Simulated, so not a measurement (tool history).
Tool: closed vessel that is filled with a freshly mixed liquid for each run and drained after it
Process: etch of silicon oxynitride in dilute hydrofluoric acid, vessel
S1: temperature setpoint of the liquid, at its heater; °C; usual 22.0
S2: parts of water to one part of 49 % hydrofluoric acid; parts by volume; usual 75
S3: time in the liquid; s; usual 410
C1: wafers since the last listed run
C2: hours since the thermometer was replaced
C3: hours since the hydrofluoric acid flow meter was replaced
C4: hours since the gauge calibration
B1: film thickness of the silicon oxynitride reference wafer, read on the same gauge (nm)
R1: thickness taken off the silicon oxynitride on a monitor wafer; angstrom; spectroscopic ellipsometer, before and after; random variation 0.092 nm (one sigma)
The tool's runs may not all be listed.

run   hour    S1   S2   S3    C1      C2     C3     C4     B1     R1
  1    0.0  22.0   75  410     0  2004.6  197.4  307.7  50.02  175.3
  2   17.2  21.0   75  410  1511  2021.8  214.6  324.9  50.05  167.2
  3   52.6  21.0   75  410  3111  2057.2  250.0  360.3  50.00  168.9
  4   67.5  22.0   75  410  1309  2072.1  264.9  375.2  49.99  176.6
  5   90.6  22.0   75  490  2030  2095.2  288.0  398.3  49.99  210.9
  6  117.3  22.0   75  410  2346  2121.9  314.7  425.0  49.99  175.8
  7  134.9  22.0   75  410  1546  2139.5  332.3  442.6  49.99  175.7
  8  150.3  22.0   75  410  1353  2154.9  347.7  458.0  50.00  177.3
  9  176.3  22.0   75  315  2284  2180.9  373.7  484.0  49.97  135.0
 10  198.9  22.0   75  315  1986  2203.5  396.3  506.6  49.98  135.3
 11  290.5  22.0   75  315  8049  2295.1  487.9  598.2  50.00  135.8
     317.3  -- gauge calibrated
 12  325.7  22.0   75  270  3093  2330.3  523.1    8.4  49.98  117.1
 13  355.0  22.0   75  270  2574  2359.6  552.4   37.7  50.00  117.3
     438.4  -- hydrofluoric acid flow meter replaced
 14  460.7  22.0   75  410  9201  2465.3   22.3  143.4  50.01  174.3
 15  518.3  23.5  105  410  5061  2522.9   79.9  201.0  50.03  129.4
 16  538.2  23.5  105  410  1748  2542.8   99.8  220.9  50.01  131.4
 17  568.7  20.5  100  295  2680  2573.3  130.3  251.4  50.05   85.9
 18  588.3  23.5  105  410  1722  2592.9  149.9  271.0  50.01  131.3
 19  604.1  19.0   55  225  1388  2608.7  165.7  286.8  50.03  114.6
 20  624.9  19.0   55  540  1827  2629.5  186.5  307.6  49.99  274.9
     626.9  -- thermometer replaced
 21  717.6  22.0   65  175  8058    90.7  279.2  400.3  50.03   86.7
 22  739.2  22.0   75  410  1898   112.3  300.8  421.9  50.02  175.5
 23  756.1  22.0   75  410  1485   129.2  317.7  438.8  50.07  175.3
 24  784.2  24.0   45  220  2469   157.3  345.8  466.9  49.99  177.7
 25  819.0  22.0   75  410  3058   192.1  380.6  501.7  49.99  175.3
 26  850.8  22.0   75  230  2794   223.9  412.4  533.5  50.00   99.3
 27  880.0  18.5   75  495  2566   253.1  441.6  562.7  49.97  179.1
 28  904.7  22.0   75  310  2170   277.8  466.3  587.4  49.96  134.7
 29  936.9  18.5   60  410  2829   310.0  498.5  619.6  49.97  187.7
 30  951.9  18.0   75  180  1318   325.0  513.5  634.6  50.03   63.8
 31  967.7  17.5   75  605  1388   340.8  529.3  650.4  50.01  209.4
 32  984.7  20.0   75  205  1493   357.8  546.3  667.4  50.02   81.0

Forecast each of these 5 alternatives for the next run:
  A  985.5  22.0  75  410  70  358.6  547.1  668.2   ?   ?
  B  985.5  24.5  75  410  70  358.6  547.1  668.2   ?   ?
  C  985.5  22.0  55  650  70  358.6  547.1  668.2   ?   ?
  D  985.5  26.5  95  580  70  358.6  547.1  668.2   ?   ?
  E  985.5  22.0  75  210  70  358.6  547.1  668.2   ?   ?

run     B1     R1
  A  50.01  176.5
  B  50.01  199.2
  C  50.01  387.5
  D  50.01  240.3
  E  50.01   90.4
Without the tool's hidden state the same runs would have given:
run     R1
  A  172.8
  B  194.9
  C  379.4
  D  235.0
  E   88.5

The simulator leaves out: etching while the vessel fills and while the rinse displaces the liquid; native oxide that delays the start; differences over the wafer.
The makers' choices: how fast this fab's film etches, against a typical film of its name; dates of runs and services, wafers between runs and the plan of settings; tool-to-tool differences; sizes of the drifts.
